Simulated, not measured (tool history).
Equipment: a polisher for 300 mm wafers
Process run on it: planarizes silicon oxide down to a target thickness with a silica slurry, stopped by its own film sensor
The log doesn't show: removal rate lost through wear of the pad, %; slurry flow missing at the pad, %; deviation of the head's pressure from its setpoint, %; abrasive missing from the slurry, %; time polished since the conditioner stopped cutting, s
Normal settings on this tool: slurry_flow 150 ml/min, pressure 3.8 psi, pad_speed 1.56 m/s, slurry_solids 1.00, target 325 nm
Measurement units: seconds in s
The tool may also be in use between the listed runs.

| run | hour | slurry_flow | pressure | pad_speed | slurry_solids | target | wafers since the last listed run | wafers polished on this pad | hours since the slurry nozzle was cleaned | hours since the head pressure was calibrated | hours since the slurry blender was calibrated | hours since the conditioning disc was replaced | incoming thickness of the incoming film, nm | seconds |
|---|---|---|---|---|---|---|---|---|---|---|---|---|---|---|
| 1 | 0.0 | 150 | 3.8 | 1.56 | 1.00 | 325 | 0 | 46 | 117.0 | 1041.4 | 50.5 | 108.8 | 819.2 | 137.4 |
| 2 | 15.7 | 150 | 4.6 | 1.56 | 1.00 | 325 | 142 | 188 | 132.7 | 1057.1 | 66.2 | 124.5 | 845.7 | 121.1 |
| 3 | 37.4 | 150 | 3.8 | 1.56 | 0.80 | 325 | 196 | 384 | 154.4 | 1078.8 | 87.9 | 146.2 | 834.3 | 161.9 |
| 4 | 56.7 | 150 | 3.8 | 1.56 | 0.80 | 325 | 174 | 559 | 173.7 | 1098.1 | 107.2 | 165.5 | 829.5 | 166.4 |
|  | 77.5 | slurry blender recalibrated |
| 5 | 91.6 | 150 | 3.8 | 1.56 | 1.00 | 325 | 297 | 857 | 208.6 | 1133.0 | 14.1 | 200.4 | 839.2 | 151.0 |
| 6 | 105.9 | 150 | 3.8 | 1.56 | 1.00 | 325 | 129 | 986 | 222.9 | 1147.3 | 28.4 | 214.7 | 843.3 | 155.3 |
|  | 121.9 | worn pad replaced by a new one |
|  | 122.4 | slurry nozzle cleaned |
| 7 | 129.2 | 150 | 3.8 | 1.56 | 1.00 | 325 | 170 | 61 | 6.8 | 1170.6 | 51.7 | 238.0 | 829.0 | 148.0 |
| 8 | 159.2 | 150 | 3.8 | 1.56 | 1.00 | 325 | 271 | 333 | 36.8 | 1200.6 | 81.7 | 268.0 | 841.2 | 156.1 |
| 9 | 181.1 | 150 | 3.8 | 2.02 | 1.20 | 440 | 198 | 531 | 58.7 | 1222.5 | 103.6 | 289.9 | 838.0 | 95.5 |
|  | 186.1 | head pressure recalibrated |
|  | 206.8 | slurry blender recalibrated |
| 10 | 209.6 | 150 | 3.8 | 1.56 | 1.00 | 159 | 221 | 753 | 87.2 | 23.5 | 2.8 | 318.4 | 820.8 | 216.0 |
|  | 217.8 | conditioning disc replaced and pad reconditioned |
| 11 | 228.3 | 150 | 3.8 | 1.56 | 1.00 | 325 | 151 | 904 | 105.9 | 42.2 | 21.5 | 10.5 | 818.9 | 133.2 |
|  | 245.4 | worn pad replaced by a new one |
| 12 | 250.3 | 150 | 3.8 | 1.56 | 1.00 | 325 | 162 | 44 | 127.9 | 64.2 | 43.5 | 32.5 | 835.4 | 134.0 |
| 13 | 280.4 | 150 | 3.8 | 1.56 | 1.00 | 325 | 272 | 316 | 158.0 | 94.3 | 73.6 | 62.6 | 837.1 | 138.1 |
| 14 | 313.2 | 130 | 3.8 | 1.56 | 1.00 | 492 | 296 | 613 | 190.8 | 127.1 | 106.4 | 95.4 | 835.9 | 94.9 |
|  | 329.8 | slurry blender recalibrated |
|  | 342.0 | slurry nozzle cleaned |
| 15 | 346.4 | 150 | 3.2 | 1.56 | 1.00 | 325 | 273 | 886 | 4.4 | 160.3 | 16.6 | 128.6 | 841.8 | 166.9 |
| 16 | 362.3 | 150 | 3.4 | 1.22 | 1.00 | 325 | 143 | 1030 | 20.3 | 176.2 | 32.5 | 144.5 | 832.6 | 183.9 |

Consider 5 possible next runs. They are alternatives, not a sequence: every one starts from the tool as it was left by run 16. What does each give?
| A | 362.8 | 150 | 3.4 | 1.56 | 1.00 | 325 | 4 | 1035 | 20.8 | 176.7 | 33.0 | 145.0 | 828.5 | ? |
| B | 362.8 | 150 | 2.6 | 1.34 | 0.80 | 464 | 4 | 1035 | 20.8 | 176.7 | 33.0 | 145.0 | 828.5 | ? |
| C | 362.8 | 150 | 5.0 | 1.14 | 1.00 | 424 | 4 | 1035 | 20.8 | 176.7 | 33.0 | 145.0 | 828.5 | ? |
| D | 362.8 | 190 | 4.6 | 1.56 | 1.00 | 190 | 4 | 1035 | 20.8 | 176.7 | 33.0 | 145.0 | 828.5 | ? |
| E | 362.8 | 175 | 2.5 | 1.56 | 1.15 | 219 | 4 | 1035 | 20.8 | 176.7 | 33.0 | 145.0 | 828.5 | ? |

| run | seconds |
|---|---|
| A | 159.0 |
| B | 186.2 |
| C | 108.0 |
| D | 145.4 |
| E | 235.3 |
The same runs, with their run-to-run variation unchanged, on a tool lacking any hidden condition would have given:
| run | seconds |
|---|---|
| A | 143.2 |
| B | 170.2 |
| C | 96.7 |
| D | 129.0 |
| E | 214.4 |
